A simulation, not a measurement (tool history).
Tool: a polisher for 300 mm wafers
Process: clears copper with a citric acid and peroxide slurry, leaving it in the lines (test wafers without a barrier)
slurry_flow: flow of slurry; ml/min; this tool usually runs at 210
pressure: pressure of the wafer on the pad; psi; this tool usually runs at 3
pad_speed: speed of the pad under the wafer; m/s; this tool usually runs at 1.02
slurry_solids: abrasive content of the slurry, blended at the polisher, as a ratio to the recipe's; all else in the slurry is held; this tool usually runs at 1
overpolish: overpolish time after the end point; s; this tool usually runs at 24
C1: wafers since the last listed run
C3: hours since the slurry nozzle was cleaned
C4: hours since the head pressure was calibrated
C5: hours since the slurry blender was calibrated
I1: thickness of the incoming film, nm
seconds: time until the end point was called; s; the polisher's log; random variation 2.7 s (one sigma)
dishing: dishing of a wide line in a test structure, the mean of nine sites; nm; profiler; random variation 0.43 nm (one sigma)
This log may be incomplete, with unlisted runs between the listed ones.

{"run": 1, "hour": 0.0, "slurry_flow": 210, "pressure": 3, "pad_speed": 1.02, "slurry_solids": 1, "overpolish": 24, "C1": 0, "wafers polished on this pad": 493, "C3": 117.1, "C4": 924.2, "C5": 142.7, "I1": 386, "seconds": 181.4, "dishing": 32.5}
{"run": 2, "hour": 13.9, "slurry_flow": 210, "pressure": 3, "pad_speed": 1.02, "slurry_solids": 1, "overpolish": 24, "C1": 95, "wafers polished on this pad": 588, "C3": 131, "C4": 938.1, "C5": 156.6, "I1": 384.1, "seconds": 180.6, "dishing": 32.3}
{"run": 3, "hour": 37.9, "slurry_flow": 210, "pressure": 3, "pad_speed": 1.02, "slurry_solids": 1, "overpolish": 24, "C1": 164, "wafers polished on this pad": 753, "C3": 155, "C4": 962.1, "C5": 180.6, "I1": 389.7, "seconds": 190.5, "dishing": 32.3}
{"run": 4, "hour": 59.0, "slurry_flow": 210, "pressure": 3, "pad_speed": 1.02, "slurry_solids": 1, "overpolish": 24, "C1": 144, "wafers polished on this pad": 897, "C3": 176.1, "C4": 983.2, "C5": 201.7, "I1": 392.5, "seconds": 190.7, "dishing": 32.4}
{"run": 5, "hour": 87.7, "slurry_flow": 210, "pressure": 3, "pad_speed": 1.02, "slurry_solids": 1, "overpolish": 24, "C1": 196, "wafers polished on this pad": 1094, "C3": 204.8, "C4": 1011.9, "C5": 230.4, "I1": 388.5, "seconds": 186.4, "dishing": 31.9}
{"hour": 112.1, "done": "worn pad replaced by a new one"}
{"hour": 116.6, "done": "slurry nozzle cleaned"}
{"run": 6, "hour": 119.3, "slurry_flow": 210, "pressure": 3, "pad_speed": 1.02, "slurry_solids": 1, "overpolish": 24, "C1": 182, "wafers polished on this pad": 42, "C3": 2.7, "C4": 1043.5, "C5": 262, "I1": 384.8, "seconds": 171.3, "dishing": 34.1}
{"run": 7, "hour": 133.7, "slurry_flow": 210, "pressure": 3.3, "pad_speed": 1.02, "slurry_solids": 1, "overpolish": 24, "C1": 98, "wafers polished on this pad": 141, "C3": 17.1, "C4": 1057.9, "C5": 276.4, "I1": 381.3, "seconds": 153.3, "dishing": 35.4}
{"run": 8, "hour": 160.2, "slurry_flow": 210, "pressure": 3.3, "pad_speed": 1.02, "slurry_solids": 1, "overpolish": 24, "C1": 181, "wafers polished on this pad": 322, "C3": 43.6, "C4": 1084.4, "C5": 302.9, "I1": 390.1, "seconds": 165.1, "dishing": 34.5}
{"run": 9, "hour": 191.9, "slurry_flow": 210, "pressure": 3.3, "pad_speed": 1.02, "slurry_solids": 1, "overpolish": 24, "C1": 217, "wafers polished on this pad": 540, "C3": 75.3, "C4": 1116.1, "C5": 334.6, "I1": 386.4, "seconds": 172, "dishing": 34.9}
{"run": 10, "hour": 208.6, "slurry_flow": 165, "pressure": 3, "pad_speed": 1.02, "slurry_solids": 1.15, "overpolish": 24, "C1": 114, "wafers polished on this pad": 654, "C3": 92, "C4": 1132.8, "C5": 351.3, "I1": 385.7, "seconds": 180.4, "dishing": 32.6}
{"hour": 213.2, "done": "slurry blender recalibrated"}
{"run": 11, "hour": 221.7, "slurry_flow": 210, "pressure": 3, "pad_speed": 1.02, "slurry_solids": 1, "overpolish": 24, "C1": 76, "wafers polished on this pad": 730, "C3": 105.1, "C4": 1145.9, "C5": 8.5, "I1": 387, "seconds": 176.7, "dishing": 32.9}
{"hour": 243.6, "done": "head pressure recalibrated"}
{"run": 12, "hour": 250.6, "slurry_flow": 210, "pressure": 3, "pad_speed": 1.02, "slurry_solids": 1, "overpolish": 31, "C1": 184, "wafers polished on this pad": 914, "C3": 134, "C4": 7, "C5": 37.4, "I1": 385.8, "seconds": 182.1, "dishing": 38.4}
{"run": 13, "hour": 274.2, "slurry_flow": 210, "pressure": 3, "pad_speed": 1.02, "slurry_solids": 1, "overpolish": 31, "C1": 161, "wafers polished on this pad": 1076, "C3": 157.6, "C4": 30.6, "C5": 61, "I1": 390.5, "seconds": 186.3, "dishing": 38.1}
{"run": 14, "hour": 307.4, "slurry_flow": 210, "pressure": 3, "pad_speed": 1.02, "slurry_solids": 1.2, "overpolish": 16, "C1": 227, "wafers polished on this pad": 1304, "C3": 190.8, "C4": 63.8, "C5": 94.2, "I1": 384.5, "seconds": 171.8, "dishing": 24.4}
{"hour": 337.8, "done": "worn pad replaced by a new one"}
{"run": 15, "hour": 338.3, "slurry_flow": 210, "pressure": 2.3, "pad_speed": 0.68, "slurry_solids": 1.1, "overpolish": 32, "C1": 184, "wafers polished on this pad": 3, "C3": 221.7, "C4": 94.7, "C5": 125.1, "I1": 385.2, "seconds": 310.6, "dishing": 26.8}
{"run": 16, "hour": 357.9, "slurry_flow": 210, "pressure": 3.9, "pad_speed": 1.02, "slurry_solids": 1.1, "overpolish": 24, "C1": 134, "wafers polished on this pad": 137, "C3": 241.3, "C4": 114.3, "C5": 144.7, "I1": 384.9, "seconds": 131.1, "dishing": 40.9}
{"run": 17, "hour": 378.2, "slurry_flow": 210, "pressure": 4, "pad_speed": 1.02, "slurry_solids": 1, "overpolish": 36, "C1": 139, "wafers polished on this pad": 276, "C3": 261.6, "C4": 134.6, "C5": 165, "I1": 379.6, "seconds": 137, "dishing": 50.8}
{"hour": 380.7, "done": "slurry nozzle cleaned"}
{"run": 18, "hour": 410.0, "slurry_flow": 210, "pressure": 3, "pad_speed": 1.02, "slurry_solids": 1, "overpolish": 24, "C1": 211, "wafers polished on this pad": 487, "C3": 29.3, "C4": 166.4, "C5": 196.8, "I1": 380.6, "seconds": 182.2, "dishing": 33.3}
{"run": 19, "hour": 441.5, "slurry_flow": 175, "pressure": 3, "pad_speed": 1.2, "slurry_solids": 1.1, "overpolish": 24, "C1": 215, "wafers polished on this pad": 703, "C3": 60.8, "C4": 197.9, "C5": 228.3, "I1": 385.6, "seconds": 153.1, "dishing": 35.5}
{"run": 20, "hour": 464.6, "slurry_flow": 210, "pressure": 3, "pad_speed": 1.02, "slurry_solids": 1, "overpolish": 30, "C1": 158, "wafers polished on this pad": 861, "C3": 83.9, "C4": 221, "C5": 251.4, "I1": 387.6, "seconds": 179.3, "dishing": 37.3}
{"run": 21, "hour": 483.8, "slurry_flow": 210, "pressure": 3.8, "pad_speed": 1.02, "slurry_solids": 1, "overpolish": 24, "C1": 131, "wafers polished on this pad": 993, "C3": 103.1, "C4": 240.2, "C5": 270.6, "I1": 391.1, "seconds": 145.7, "dishing": 38.2}
{"run": 22, "hour": 496.9, "slurry_flow": 255, "pressure": 2.1, "pad_speed": 1.02, "slurry_solids": 0.75, "overpolish": 24, "C1": 89, "wafers polished on this pad": 1082, "C3": 116.2, "C4": 253.3, "C5": 283.7, "I1": 382.4, "seconds": 287.4, "dishing": 21.9}
{"hour": 554.8, "done": "worn pad replaced by a new one"}
{"run": 23, "hour": 585.5, "slurry_flow": 210, "pressure": 3, "pad_speed": 1.18, "slurry_solids": 0.75, "overpolish": 24, "C1": 579, "wafers polished on this pad": 210, "C3": 204.8, "C4": 341.9, "C5": 372.3, "I1": 388.8, "seconds": 171.4, "dishing": 32.6}
{"hour": 604.6, "done": "slurry blender recalibrated"}
{"run": 24, "hour": 607.6, "slurry_flow": 285, "pressure": 3, "pad_speed": 1.02, "slurry_solids": 1, "overpolish": 16, "C1": 137, "wafers polished on this pad": 347, "C3": 226.9, "C4": 364, "C5": 3, "I1": 389.1, "seconds": 175, "dishing": 24.5}
{"hour": 635.8, "done": "slurry nozzle cleaned"}
{"run": 25, "hour": 639.7, "slurry_flow": 210, "pressure": 3, "pad_speed": 1.02, "slurry_solids": 0.85, "overpolish": 37, "C1": 213, "wafers polished on this pad": 560, "C3": 3.9, "C4": 396.1, "C5": 35.1, "I1": 384.3, "seconds": 193.1, "dishing": 41.1}
{"run": 26, "hour": 655.7, "slurry_flow": 210, "pressure": 2.4, "pad_speed": 1.02, "slurry_solids": 1.15, "overpolish": 24, "C1": 109, "wafers polished on this pad": 670, "C3": 19.9, "C4": 412.1, "C5": 51.1, "I1": 380.3, "seconds": 207.8, "dishing": 29}
{"hour": 745.4, "done": "worn pad replaced by a new one"}
{"run": 27, "hour": 750.8, "slurry_flow": 210, "pressure": 3, "pad_speed": 1.02, "slurry_solids": 1, "overpolish": 24, "C1": 624, "wafers polished on this pad": 36, "C3": 115, "C4": 507.2, "C5": 146.2, "I1": 388.9, "seconds": 177.5, "dishing": 33.4}

Here are 5 independent what-if runs from the current tool condition. What would each one return?
{"run": "A", "hour": 751.3, "slurry_flow": 210, "pressure": 3, "pad_speed": 1.02, "slurry_solids": 1, "overpolish": 24, "C1": 3, "wafers polished on this pad": 40, "C3": 115.5, "C4": 507.7, "C5": 146.7, "I1": 384.9, "seconds": "?", "dishing": "?"}
{"run": "B", "hour": 751.3, "slurry_flow": 270, "pressure": 3, "pad_speed": 0.82, "slurry_solids": 1, "overpolish": 18, "C1": 3, "wafers polished on this pad": 40, "C3": 115.5, "C4": 507.7, "C5": 146.7, "I1": 384.9, "seconds": "?", "dishing": "?"}
{"run": "C", "hour": 751.3, "slurry_flow": 185, "pressure": 2.6, "pad_speed": 1.02, "slurry_solids": 1.15, "overpolish": 24, "C1": 3, "wafers polished on this pad": 40, "C3": 115.5, "C4": 507.7, "C5": 146.7, "I1": 384.9, "seconds": "?", "dishing": "?"}
{"run": "D", "hour": 751.3, "slurry_flow": 160, "pressure": 3.4, "pad_speed": 1.34, "slurry_solids": 1, "overpolish": 24, "C1": 3, "wafers polished on this pad": 40, "C3": 115.5, "C4": 507.7, "C5": 146.7, "I1": 384.9, "seconds": "?", "dishing": "?"}
{"run": "E", "hour": 751.3, "slurry_flow": 250, "pressure": 3, "pad_speed": 1.02, "slurry_solids": 0.75, "overpolish": 24, "C1": 3, "wafers polished on this pad": 40, "C3": 115.5, "C4": 507.7, "C5": 146.7, "I1": 384.9, "seconds": "?", "dishing": "?"}

run=A seconds=169.1 dishing=34.2
run=B seconds=202 dishing=24
run=C seconds=187.7 dishing=31.5
run=D seconds=119.3 dishing=43.6
run=E seconds=186.3 dishing=31.9
Had the tool no hidden state, the same runs would have come out as:
run=A seconds=167 dishing=34.6
run=B seconds=199.5 dishing=24.2
run=C seconds=185.4 dishing=31.7
run=D seconds=117.9 dishing=43.9
run=E seconds=184 dishing=32.2

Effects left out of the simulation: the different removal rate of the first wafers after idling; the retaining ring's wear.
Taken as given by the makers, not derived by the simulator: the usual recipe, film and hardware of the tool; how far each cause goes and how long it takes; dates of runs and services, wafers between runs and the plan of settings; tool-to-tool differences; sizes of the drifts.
